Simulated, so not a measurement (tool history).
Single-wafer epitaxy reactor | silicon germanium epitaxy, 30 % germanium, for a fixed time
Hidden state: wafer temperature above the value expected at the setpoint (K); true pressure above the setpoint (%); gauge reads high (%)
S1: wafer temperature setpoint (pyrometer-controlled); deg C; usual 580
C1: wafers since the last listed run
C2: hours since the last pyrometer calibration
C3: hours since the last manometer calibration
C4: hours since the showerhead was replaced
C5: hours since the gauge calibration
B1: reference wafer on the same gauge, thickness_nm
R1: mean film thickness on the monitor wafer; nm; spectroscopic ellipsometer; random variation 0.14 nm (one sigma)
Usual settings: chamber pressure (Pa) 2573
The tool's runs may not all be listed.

run 1 day=0.000 | S1=580 chamber_pressure_(Pa)=2573 | C1=0 C2=1742.4 C3=1465.8 C4=4386.4 C5=785.8 | B1=43.080 | R1=37.911
run 2 day=4.908 | S1=580 chamber_pressure_(Pa)=2573 | C1=2163 C2=1860.2 C3=1583.6 C4=4504.2 C5=903.6 | B1=43.159 | R1=37.948
run 3 day=7.483 | S1=585 chamber_pressure_(Pa)=2573 | C1=1135 C2=1922.0 C3=1645.4 C4=4566.0 C5=965.4 | B1=43.110 | R1=42.303
run 4 day=9.733 | S1=585 chamber_pressure_(Pa)=2573 | C1=991 C2=1976.0 C3=1699.4 C4=4620.0 C5=1019.4 | B1=43.084 | R1=42.355
run 5 day=11.683 | S1=580 chamber_pressure_(Pa)=2573 | C1=859 C2=2022.8 C3=1746.2 C4=4666.8 C5=1066.2 | B1=43.076 | R1=37.989
run 6 day=14.304 | S1=580 chamber_pressure_(Pa)=2573 | C1=1155 C2=2085.7 C3=1809.1 C4=4729.7 C5=1129.1 | B1=43.079 | R1=37.884
run 7 day=15.829 | S1=580 chamber_pressure_(Pa)=2573 | C1=672 C2=2122.3 C3=1845.7 C4=4766.3 C5=1165.7 | B1=43.063 | R1=37.881
-- day=16.842 gauge calibrated
run 8 day=17.575 | S1=580 chamber_pressure_(Pa)=2573 | C1=769 C2=2164.2 C3=1887.6 C4=4808.2 C5=17.6 | B1=43.112 | R1=38.190
run 9 day=20.479 | S1=580 chamber_pressure_(Pa)=2573 | C1=1280 C2=2233.9 C3=1957.3 C4=4877.9 C5=87.3 | B1=43.075 | R1=38.028
-- day=21.521 capacitance manometer re-zeroed and calibrated
run 10 day=22.192 | S1=580 chamber_pressure_(Pa)=2573 | C1=607 C2=2275.0 C3=16.1 C4=4919.0 C5=128.4 | B1=43.088 | R1=38.042
run 11 day=23.942 | S1=580 chamber_pressure_(Pa)=2573 | C1=771 C2=2317.0 C3=58.1 C4=4961.0 C5=170.4 | B1=43.116 | R1=37.880
run 12 day=25.425 | S1=593 chamber_pressure_(Pa)=1947 | C1=653 C2=2352.6 C3=93.7 C4=4996.6 C5=206.0 | B1=43.097 | R1=45.380
run 13 day=26.862 | S1=566 chamber_pressure_(Pa)=2946 | C1=633 C2=2387.1 C3=128.2 C4=5031.1 C5=240.5 | B1=43.114 | R1=29.117
run 14 day=27.875 | S1=580 chamber_pressure_(Pa)=3093 | C1=446 C2=2411.4 C3=152.5 C4=5055.4 C5=264.8 | B1=43.131 | R1=40.878
run 15 day=29.708 | S1=571 chamber_pressure_(Pa)=2760 | C1=808 C2=2455.4 C3=196.5 C4=5099.4 C5=308.8 | B1=43.134 | R1=31.869
-- day=31.058 showerhead replaced
run 16 day=31.879 | S1=567 chamber_pressure_(Pa)=2880 | C1=809 C2=2507.5 C3=248.6 C4=19.7 C5=360.9 | B1=43.103 | R1=29.649
run 17 day=32.929 | S1=566 chamber_pressure_(Pa)=2573 | C1=462 C2=2532.7 C3=273.8 C4=44.9 C5=386.1 | B1=43.114 | R1=27.794
-- day=35.892 pyrometer calibrated
run 18 day=35.912 | S1=580 chamber_pressure_(Pa)=2573 | C1=1168 C2=0.5 C3=345.4 C4=116.5 C5=457.7 | B1=43.108 | R1=38.091
run 19 day=37.462 | S1=588 chamber_pressure_(Pa)=2880 | C1=683 C2=37.7 C3=382.6 C4=153.7 C5=494.9 | B1=43.143 | R1=47.029
run 20 day=40.438 | S1=580 chamber_pressure_(Pa)=2573 | C1=1311 C2=109.1 C3=454.0 C4=225.1 C5=566.3 | B1=43.079 | R1=38.073
run 21 day=43.312 | S1=575 chamber_pressure_(Pa)=2573 | C1=1267 C2=178.1 C3=523.0 C4=294.1 C5=635.3 | B1=43.059 | R1=34.056
run 22 day=46.021 | S1=589 chamber_pressure_(Pa)=2346 | C1=1193 C2=243.1 C3=588.0 C4=359.1 C5=700.3 | B1=43.086 | R1=44.923

Forecast each of these 3 alternatives for the next run:
run A day=46.038 | S1=580 chamber_pressure_(Pa)=2773 | C1=7 C2=243.5 C3=588.4 C4=359.5 C5=700.7 | B1=? | R1=?
run B day=46.038 | S1=567 chamber_pressure_(Pa)=2160 | C1=7 C2=243.5 C3=588.4 C4=359.5 C5=700.7 | B1=? | R1=?
run C day=46.038 | S1=569 chamber_pressure_(Pa)=2000 | C1=7 C2=243.5 C3=588.4 C4=359.5 C5=700.7 | B1=? | R1=?

run=A B1=43.086 R1=38.887
run=B B1=43.086 R1=26.725
run=C B1=43.086 R1=27.238
Without the tool's hidden state the same runs would have given:
run=A R1=38.887
run=B R1=26.725
run=C R1=27.238
